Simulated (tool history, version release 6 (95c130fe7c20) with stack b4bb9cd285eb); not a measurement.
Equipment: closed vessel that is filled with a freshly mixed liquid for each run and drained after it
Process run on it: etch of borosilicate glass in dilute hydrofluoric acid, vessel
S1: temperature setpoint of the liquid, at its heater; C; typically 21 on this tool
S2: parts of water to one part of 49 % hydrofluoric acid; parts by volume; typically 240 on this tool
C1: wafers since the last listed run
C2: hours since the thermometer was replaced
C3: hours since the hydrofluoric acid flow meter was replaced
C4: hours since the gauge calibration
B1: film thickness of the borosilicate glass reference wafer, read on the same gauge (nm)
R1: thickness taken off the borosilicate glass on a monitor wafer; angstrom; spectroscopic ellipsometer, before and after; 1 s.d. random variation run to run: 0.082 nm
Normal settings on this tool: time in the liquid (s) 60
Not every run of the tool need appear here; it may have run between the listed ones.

Run 1, hour 0: usual settings; C1 0; C2 2556; C3 951.2; C4 216.6; B1 109.98. Result: R1 97.4 angstrom.
Run 2, hour 11.6: usual settings; C1 1010; C2 2567.6; C3 962.8; C4 228.2; B1 110.01. Result: R1 96.8 angstrom.
Run 3, hour 28: usual settings; C1 1427; C2 2584; C3 979.2; C4 244.6; B1 110.03. Result: R1 95.2 angstrom.
Run 4, hour 41.3: usual settings; C1 1158; C2 2597.3; C3 992.5; C4 257.9; B1 109.99. Result: R1 95.5 angstrom.
Run 5, hour 48.8: usual settings; C1 653; C2 2604.8; C3 1000; C4 265.4; B1 110.02. Result: R1 97.9 angstrom.
Run 6, hour 66.7: usual settings; C1 1558; C2 2622.7; C3 1017.9; C4 283.3; B1 109.96. Result: R1 96.5 angstrom.
At hour 78: thermometer replaced.
Run 7, hour 82.7: usual settings; C1 1306; C2 4.7; C3 1033.9; C4 299.3; B1 110.06. Result: R1 96.9 angstrom.
Run 8, hour 93.3: usual settings but S1 23.5 C; C1 922; C2 15.3; C3 1044.5; C4 309.9; B1 109.99. Result: R1 104.1 angstrom.
Run 9, hour 110.2: usual settings; C1 1471; C2 32.2; C3 1061.4; C4 326.8; B1 110.03. Result: R1 95.8 angstrom.
Run 10, hour 118.6: usual settings; C1 731; C2 40.6; C3 1069.8; C4 335.2; B1 109.98. Result: R1 98 angstrom.
Run 11, hour 128: usual settings; C1 818; C2 50; C3 1079.2; C4 344.6; B1 109.99. Result: R1 96.3 angstrom.
Run 12, hour 135.9: usual settings but S1 25 C; C1 687; C2 57.9; C3 1087.1; C4 352.5; B1 109.97. Result: R1 110.1 angstrom.
Run 13, hour 145.8: usual settings but S1 25 C; C1 861; C2 67.8; C3 1097; C4 362.4; B1 109.95. Result: R1 112.5 angstrom.
Run 14, hour 161.3: usual settings but S1 17 C, S2 280 parts by volume; C1 1349; C2 83.3; C3 1112.5; C4 377.9; B1 110.07. Result: R1 68.9 angstrom.
Run 15, hour 175.3: usual settings; C1 1218; C2 97.3; C3 1126.5; C4 391.9; B1 109.96. Result: R1 97.2 angstrom.
Run 16, hour 187: usual settings but S2 155 parts by volume; C1 1018; C2 109; C3 1138.2; C4 403.6; B1 110.01. Result: R1 163.9 angstrom.
Run 17, hour 200.9: usual settings; C1 1210; C2 122.9; C3 1152.1; C4 417.5; B1 109.98. Result: R1 96.4 angstrom.
Run 18, hour 214.1: usual settings; C1 1149; C2 136.1; C3 1165.3; C4 430.7; B1 110.07. Result: R1 98 angstrom.
Run 19, hour 220.3: usual settings but S1 25 C; C1 539; C2 142.3; C3 1171.5; C4 436.9; B1 109.96. Result: R1 111.7 angstrom.
Run 20, hour 231.2: usual settings but S1 25 C, S2 135 parts by volume, time in the liquid (s) 30; C1 949; C2 153.2; C3 1182.4; C4 447.8; B1 109.95. Result: R1 111.6 angstrom.
At hour 262.4: hydrofluoric acid flow meter replaced.
Run 21, hour 276: usual settings but S1 18.5 C, S2 180 parts by volume, time in the liquid (s) 45; C1 3813; C2 198; C3 13.6; C4 492.6; B1 110.01. Result: R1 91.4 angstrom.
Run 22, hour 284.6: usual settings but S1 22.5 C; C1 748; C2 206.6; C3 22.2; C4 501.2; B1 110.04. Result: R1 101.4 angstrom.
Run 23, hour 294.1: usual settings but S1 17 C, S2 305 parts by volume; C1 827; C2 216.1; C3 31.7; C4 510.7; B1 109.96. Result: R1 60.4 angstrom.
At hour 302.3: gauge calibrated.
Run 24, hour 308: usual settings but S2 290 parts by volume, time in the liquid (s) 70; C1 1210; C2 230; C3 45.6; C4 5.7; B1 110.04. Result: R1 87.4 angstrom.
Run 25, hour 323.8: usual settings but S1 26 C, S2 325 parts by volume, time in the liquid (s) 50; C1 1375; C2 245.8; C3 61.4; C4 21.5; B1 110. Result: R1 65.8 angstrom.
Run 26, hour 335: usual settings; C1 975; C2 257; C3 72.6; C4 32.7; B1 109.98. Result: R1 96.2 angstrom.
Run 27, hour 345.1: usual settings but S1 22.5 C, S2 185 parts by volume, time in the liquid (s) 85; C1 879; C2 267.1; C3 82.7; C4 42.8; B1 110.03. Result: R1 200.1 angstrom.
Run 28, hour 356.1: usual settings but S1 25 C, time in the liquid (s) 75; C1 957; C2 278.1; C3 93.7; C4 53.8; B1 110.01. Result: R1 140.8 angstrom.
Run 29, hour 367.1: usual settings but S1 19 C, S2 345 parts by volume, time in the liquid (s) 50; C1 957; C2 289.1; C3 104.7; C4 64.8; B1 109.98. Result: R1 47.8 angstrom.
Run 30, hour 379.9: usual settings; C1 1114; C2 301.9; C3 117.5; C4 77.6; B1 110.03. Result: R1 95.4 angstrom.

Run 31 is up next; what results do you expect?
Run 31, hour 386: usual settings but S1 23 C, time in the liquid (s) 80; C1 531; C2 308; C3 123.6; C4 83.7; B1 ?. Result: R1 ?.

{"run 31": {"B1": 109.98, "R1": 137.5}}
With the hidden condition absent and the run-to-run variation left alone, this run would have shown R1 137.5 angstrom.
